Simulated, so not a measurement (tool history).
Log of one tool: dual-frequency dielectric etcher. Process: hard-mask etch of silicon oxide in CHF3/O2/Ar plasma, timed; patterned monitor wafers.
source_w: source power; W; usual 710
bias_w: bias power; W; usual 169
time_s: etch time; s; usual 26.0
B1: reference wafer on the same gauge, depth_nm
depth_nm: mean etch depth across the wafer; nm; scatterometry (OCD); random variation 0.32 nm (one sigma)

{"run": 1, "hour": 0.0, "source_w": 710, "bias_w": 169, "time_s": 26.0, "B1": 59.3, "depth_nm": 52.1}
{"run": 2, "hour": 17.6, "source_w": 710, "bias_w": 201, "time_s": 26.0, "B1": 59.3, "depth_nm": 54.4}
{"run": 3, "hour": 32.3, "source_w": 710, "bias_w": 158, "time_s": 26.0, "B1": 59.2, "depth_nm": 49.8}
{"run": 4, "hour": 61.5, "source_w": 710, "bias_w": 158, "time_s": 26.0, "B1": 59.3, "depth_nm": 50.1}
{"run": 5, "hour": 92.8, "source_w": 710, "bias_w": 158, "time_s": 26.0, "B1": 59.2, "depth_nm": 49.4}
{"run": 6, "hour": 124.6, "source_w": 710, "bias_w": 169, "time_s": 26.0, "B1": 59.2, "depth_nm": 50.8}
{"run": 7, "hour": 150.1, "source_w": 710, "bias_w": 169, "time_s": 26.0, "B1": 59.1, "depth_nm": 50.0}
{"hour": 224.7, "done": "upper electrode replaced"}
{"hour": 227.3, "done": "bias power generator calibrated"}
{"run": 8, "hour": 238.1, "source_w": 710, "bias_w": 169, "time_s": 31.5, "B1": 59.2, "depth_nm": 60.0}
{"run": 9, "hour": 263.7, "source_w": 710, "bias_w": 169, "time_s": 31.5, "B1": 59.1, "depth_nm": 60.7}
{"hour": 290.5, "done": "source power generator calibrated"}
{"run": 10, "hour": 291.9, "source_w": 710, "bias_w": 169, "time_s": 26.0, "B1": 59.2, "depth_nm": 49.4}
{"hour": 305.7, "done": "gauge calibrated"}
{"hour": 328.0, "done": "wet clean of the chamber"}
{"run": 11, "hour": 328.5, "source_w": 860, "bias_w": 169, "time_s": 31.5, "B1": 59.1, "depth_nm": 66.0}
{"run": 12, "hour": 328.9, "source_w": 710, "bias_w": 182, "time_s": 26.0, "B1": 59.2, "depth_nm": 52.5}
{"run": 13, "hour": 347.3, "source_w": 710, "bias_w": 158, "time_s": 20.0, "B1": 59.1, "depth_nm": 38.8}
{"run": 14, "hour": 376.1, "source_w": 710, "bias_w": 136, "time_s": 19.0, "B1": 59.2, "depth_nm": 34.7}
{"run": 15, "hour": 408.7, "source_w": 710, "bias_w": 169, "time_s": 20.0, "B1": 59.2, "depth_nm": 39.1}
{"run": 16, "hour": 440.9, "source_w": 710, "bias_w": 169, "time_s": 19.0, "B1": 59.3, "depth_nm": 36.9}
{"run": 17, "hour": 469.9, "source_w": 710, "bias_w": 158, "time_s": 26.0, "B1": 59.2, "depth_nm": 49.3}
{"run": 18, "hour": 517.9, "source_w": 710, "bias_w": 157, "time_s": 26.0, "B1": 59.2, "depth_nm": 48.7}
{"run": 19, "hour": 553.2, "source_w": 710, "bias_w": 145, "time_s": 23.0, "B1": 59.1, "depth_nm": 42.1}
{"run": 20, "hour": 565.9, "source_w": 880, "bias_w": 200, "time_s": 21.5, "B1": 59.2, "depth_nm": 46.8}
{"run": 21, "hour": 578.5, "source_w": 710, "bias_w": 169, "time_s": 26.0, "B1": 59.2, "depth_nm": 49.8}

Forecast each of these 3 alternatives for the next run:
{"run": "A", "hour": 578.9, "source_w": 710, "bias_w": 169, "time_s": 26.0, "B1": "?", "depth_nm": "?"}
{"run": "B", "hour": 578.9, "source_w": 860, "bias_w": 210, "time_s": 19.0, "B1": "?", "depth_nm": "?"}
{"run": "C", "hour": 578.9, "source_w": 550, "bias_w": 189, "time_s": 23.0, "B1": "?", "depth_nm": "?"}

run=A B1=59.3 depth_nm=49.8
run=B B1=59.3 depth_nm=41.5
run=C B1=59.3 depth_nm=42.9
Without the tool's hidden state the same runs would have given:
run=A depth_nm=52.2
run=B depth_nm=43.4
run=C depth_nm=44.9
